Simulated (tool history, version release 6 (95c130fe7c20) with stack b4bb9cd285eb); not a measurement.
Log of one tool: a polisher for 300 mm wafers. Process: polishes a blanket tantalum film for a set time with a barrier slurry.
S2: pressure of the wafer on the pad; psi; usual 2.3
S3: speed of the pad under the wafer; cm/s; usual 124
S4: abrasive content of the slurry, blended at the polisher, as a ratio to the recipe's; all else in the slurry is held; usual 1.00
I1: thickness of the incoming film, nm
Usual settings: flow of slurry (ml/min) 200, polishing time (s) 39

run 1 day=0.000 | flow_of_slurry_(ml/min)=200 S2=2.3 S3=124 S4=1.00 polishing_time_(s)=39 | I1=257.1 | film_removed_(angstrom)=762
run 2 day=1.954 | flow_of_slurry_(ml/min)=200 S2=2.3 S3=102 S4=1.00 polishing_time_(s)=39 | I1=259.1 | film_removed_(angstrom)=648
run 3 day=4.804 | flow_of_slurry_(ml/min)=200 S2=2.3 S3=102 S4=1.00 polishing_time_(s)=39 | I1=263.4 | film_removed_(angstrom)=642
-- day=7.296 worn pad replaced by a new one
run 4 day=8.738 | flow_of_slurry_(ml/min)=200 S2=2.3 S3=102 S4=1.00 polishing_time_(s)=39 | I1=258.8 | film_removed_(angstrom)=652
-- day=10.575 slurry blender recalibrated
run 5 day=12.375 | flow_of_slurry_(ml/min)=150 S2=2.3 S3=124 S4=1.00 polishing_time_(s)=39 | I1=262.9 | film_removed_(angstrom)=747
-- day=13.700 head pressure recalibrated
-- day=19.925 slurry nozzle cleaned
-- day=20.533 worn pad replaced by a new one
run 6 day=25.467 | flow_of_slurry_(ml/min)=150 S2=2.3 S3=124 S4=1.00 polishing_time_(s)=39 | I1=265.1 | film_removed_(angstrom)=675
-- day=29.612 slurry blender recalibrated
run 7 day=29.650 | flow_of_slurry_(ml/min)=200 S2=2.3 S3=124 S4=1.00 polishing_time_(s)=39 | I1=264.1 | film_removed_(angstrom)=682
run 8 day=32.225 | flow_of_slurry_(ml/min)=200 S2=2.3 S3=124 S4=1.00 polishing_time_(s)=39 | I1=256.5 | film_removed_(angstrom)=673
run 9 day=34.992 | flow_of_slurry_(ml/min)=200 S2=2.3 S3=124 S4=1.00 polishing_time_(s)=39 | I1=259.6 | film_removed_(angstrom)=649
-- day=35.362 worn pad replaced by a new one, repeated, since the last time left the tool worse
run 10 day=37.162 | flow_of_slurry_(ml/min)=200 S2=2.9 S3=124 S4=1.00 polishing_time_(s)=39 | I1=262.8 | film_removed_(angstrom)=976
run 11 day=39.888 | flow_of_slurry_(ml/min)=200 S2=2.3 S3=124 S4=1.00 polishing_time_(s)=39 | I1=255.4 | film_removed_(angstrom)=771
run 12 day=42.621 | flow_of_slurry_(ml/min)=170 S2=2.6 S3=86 S4=1.00 polishing_time_(s)=39 | I1=256.7 | film_removed_(angstrom)=635
-- day=42.717 slurry nozzle cleaned
run 13 day=45.621 | flow_of_slurry_(ml/min)=200 S2=2.3 S3=112 S4=1.00 polishing_time_(s)=39 | I1=258.6 | film_removed_(angstrom)=696
-- day=47.708 slurry blender recalibrated
run 14 day=48.504 | flow_of_slurry_(ml/min)=225 S2=1.7 S3=104 S4=0.85 polishing_time_(s)=39 | I1=262.5 | film_removed_(angstrom)=457
-- day=49.962 worn pad replaced by a new one
-- day=50.725 head pressure recalibrated
run 15 day=51.779 | flow_of_slurry_(ml/min)=200 S2=2.3 S3=124 S4=1.00 polishing_time_(s)=35 | I1=260.0 | film_removed_(angstrom)=715
run 16 day=53.383 | flow_of_slurry_(ml/min)=200 S2=2.7 S3=124 S4=1.25 polishing_time_(s)=39 | I1=258.7 | film_removed_(angstrom)=960

Run 17 comes next. What will it give?
run 17 day=62.412 | flow_of_slurry_(ml/min)=200 S2=2.3 S3=124 S4=1.00 polishing_time_(s)=39 | I1=262.5 | film_removed_(angstrom)=?

{"run 17": {"film removed (angstrom)": 744}}
Without the tool's hidden state the same run would have given film removed (angstrom) 782.
